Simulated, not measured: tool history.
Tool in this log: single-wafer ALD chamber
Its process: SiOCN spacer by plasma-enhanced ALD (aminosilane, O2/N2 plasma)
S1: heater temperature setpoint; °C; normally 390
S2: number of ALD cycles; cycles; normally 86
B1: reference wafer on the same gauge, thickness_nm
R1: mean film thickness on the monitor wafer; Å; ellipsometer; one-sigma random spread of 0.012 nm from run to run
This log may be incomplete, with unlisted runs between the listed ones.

Run 1, day 0.000: usual settings; B1 3.960. Result: R1 47.04 Å.
Run 2, day 2.562: usual settings; B1 3.957. Result: R1 47.20 Å.
Run 3, day 6.908: usual settings; B1 3.953. Result: R1 46.97 Å.
Run 4, day 11.254: usual settings; B1 3.951. Result: R1 46.97 Å.
Run 5, day 14.996: usual settings; B1 3.943. Result: R1 46.98 Å.
Run 6, day 17.021: usual settings; B1 3.949. Result: R1 46.78 Å.
Run 7, day 20.492: usual settings; B1 3.944. Result: R1 46.81 Å.
Run 8, day 22.921: usual settings; B1 3.942. Result: R1 46.78 Å.
Run 9, day 25.754: usual settings; B1 3.938. Result: R1 46.60 Å.
Run 10, day 29.950: usual settings; B1 3.929. Result: R1 46.72 Å.
Run 11, day 36.571: usual settings; B1 3.923. Result: R1 46.45 Å.
Run 12, day 39.896: usual settings; B1 3.915. Result: R1 46.48 Å.
At day 45.088: gauge calibrated.
Run 13, day 46.029: usual settings but S1 401 °C; B1 4.017. Result: R1 47.62 Å.
Run 14, day 47.546: usual settings but S1 401 °C; B1 4.010. Result: R1 47.55 Å.
Run 15, day 49.529: usual settings but S1 383 °C; B1 4.013. Result: R1 47.90 Å.
Run 16, day 53.096: usual settings but S1 383 °C; B1 4.006. Result: R1 47.52 Å.
At day 56.404: thermocouple changed; heater temperature recalibrated.
Run 17, day 63.933: usual settings; B1 4.008. Result: R1 47.53 Å.
Run 18, day 66.983: usual settings; B1 4.010. Result: R1 47.41 Å.
Run 19, day 70.133: usual settings; B1 4.008. Result: R1 47.64 Å.
Run 20, day 73.292: usual settings; B1 4.006. Result: R1 47.53 Å.
Run 21, day 76.179: usual settings but S1 401 °C, S2 103 cycles; B1 4.008. Result: R1 56.78 Å.
Run 22, day 78.425: usual settings but S1 404 °C, S2 75 cycles; B1 4.001. Result: R1 41.07 Å.
Run 23, day 82.062: usual settings; B1 4.007. Result: R1 47.48 Å.
Run 24, day 86.546: usual settings but S2 71 cycles; B1 3.997. Result: R1 39.22 Å.
Run 25, day 89.408: usual settings; B1 4.006. Result: R1 47.44 Å.
Run 26, day 91.204: usual settings; B1 4.002. Result: R1 47.65 Å.
Run 27, day 95.317: usual settings but S1 384 °C, S2 77 cycles; B1 3.996. Result: R1 42.46 Å.
Run 28, day 97.942: usual settings; B1 3.996. Result: R1 47.52 Å.
At day 100.346: thermocouple changed; heater temperature recalibrated.
Run 29, day 100.971: usual settings but S1 397 °C, S2 75 cycles; B1 3.994. Result: R1 41.23 Å.
Run 30, day 104.500: usual settings but S1 399 °C, S2 93 cycles; B1 3.991. Result: R1 51.20 Å.
Run 31, day 108.046: usual settings but S1 386 °C, S2 103 cycles; B1 3.994. Result: R1 56.88 Å.
Run 32, day 110.362: usual settings but S1 395 °C, S2 97 cycles; B1 3.983. Result: R1 53.33 Å.
Run 33, day 112.742: usual settings but S1 379 °C, S2 75 cycles; B1 3.989. Result: R1 41.31 Å.
Run 34, day 114.992: usual settings but S1 385 °C; B1 3.991. Result: R1 47.43 Å.
Run 35, day 119.262: usual settings but S1 397 °C, S2 71 cycles; B1 3.983. Result: R1 39.01 Å.
Run 36, day 121.179: usual settings but S1 404 °C, S2 81 cycles; B1 3.981. Result: R1 44.22 Å.
Run 37, day 125.371: usual settings; B1 3.980. Result: R1 47.28 Å.
Run 38, day 126.883: usual settings but S1 381 °C, S2 97 cycles; B1 3.980. Result: R1 53.41 Å.

Branching from run 38: 4 alternative next runs. What would each branch give?
Run A, day 126.908: usual settings; B1 ?. Result: R1 ?.
Run B, day 126.908: usual settings but S1 383 °C, S2 79 cycles; B1 ?. Result: R1 ?.
Run C, day 126.908: usual settings but S1 399 °C, S2 79 cycles; B1 ?. Result: R1 ?.
Run D, day 126.908: usual settings but S1 404 °C, S2 99 cycles; B1 ?. Result: R1 ?.

run     B1     R1
  A  3.974  47.26
  B  3.974  43.41
  C  3.974  43.41
  D  3.974  54.02
Without the tool's hidden state the same runs would have given:
run     R1
  A  47.65
  B  43.77
  C  43.77
  D  54.47

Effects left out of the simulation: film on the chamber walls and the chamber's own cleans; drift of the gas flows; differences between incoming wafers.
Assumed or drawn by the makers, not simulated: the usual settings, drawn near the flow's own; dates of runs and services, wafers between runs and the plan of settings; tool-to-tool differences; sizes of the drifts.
